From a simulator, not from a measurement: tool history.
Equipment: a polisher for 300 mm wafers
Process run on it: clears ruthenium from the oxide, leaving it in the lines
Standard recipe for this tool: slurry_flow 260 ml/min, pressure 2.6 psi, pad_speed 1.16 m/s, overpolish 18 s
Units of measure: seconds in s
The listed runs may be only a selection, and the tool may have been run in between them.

run    day  slurry_flow  pressure  pad_speed  overpolish  wafers since the last listed run  wafers polished on this pad  hours since the slurry nozzle was cleaned  hours since the head pressure was calibrated  incoming thickness of the incoming film, nm  seconds
  1  0.000          330       2.6       1.16          18                                 0                          400                                      515.0                                         698.3                                        165.1    105.1
  2  0.417          195       2.6       1.16          18                                98                          499                                      525.0                                         708.3                                        167.3    111.4
     0.867  -- worn pad replaced by a new one
  3  1.150          260       2.3       1.16          26                               134                           67                                      542.6                                         725.9                                        167.0    120.0
  4  1.758          260       2.3       1.16          26                               144                          211                                      557.2                                         740.5                                        166.4    123.2
  5  2.325          260       2.3       1.16          26                               134                          345                                      570.8                                         754.1                                        165.7    123.6
  6  2.758          260       2.6       1.16          18                               102                          447                                      581.2                                         764.5                                        165.8    108.0
     3.067  -- head pressure recalibrated
     3.204  -- slurry nozzle cleaned
     3.538  -- worn pad replaced by a new one
  7  3.558          260       2.6       1.16          18                               120                            5                                        8.5                                          11.8                                        164.5     98.5
  8  4.000          260       2.6       1.16          18                               104                          109                                       19.1                                          22.4                                        165.6     99.9
  9  4.625          335       2.6       1.16          22                               148                          257                                       34.1                                          37.4                                        166.5    101.0
 10  5.146          260       2.6       1.16          29                               123                          381                                       46.6                                          49.9                                        164.4    102.1
 11  5.692          320       2.6       1.30          18                               129                          510                                       59.7                                          63.0                                        165.1     94.1
 12  6.100          260       2.6       1.16          18                                96                          607                                       69.5                                          72.8                                        163.0    101.2
     6.325  -- worn pad replaced by a new one
 13  8.188          260       2.6       1.16          18                               454                          441                                      119.6                                         122.9                                        165.5    103.1
 14  8.504          260       3.1       1.16           8                                75                          516                                      127.2                                         130.5                                        166.8     87.7
 15  9.008          260       2.6       1.16           8                               119                          635                                      139.3                                         142.6                                        165.8    104.9
     9.296  -- worn pad replaced by a new one
 16  9.646          290       2.6       1.16          27                               111                           82                                      154.6                                         157.9                                        166.5     99.0

Consider 3 possible next runs. They are alternatives, not a sequence: every one starts from the tool as it was left by run 16. What does each give?
  A  9.667          260       2.6       1.16          15                                 4                           87                                      155.1                                         158.4                                        163.5        ?
  B  9.667          320       1.9       1.16          25                                 4                           87                                      155.1                                         158.4                                        163.5        ?
  C  9.667          295       2.6       0.90          28                                 4                           87                                      155.1                                         158.4                                        163.5        ?

run  seconds
  A    100.2
  B    134.9
  C    115.4
Had the tool no hidden state, the same runs would have come out as:
run  seconds
  A     95.5
  B    128.5
  C    110.0
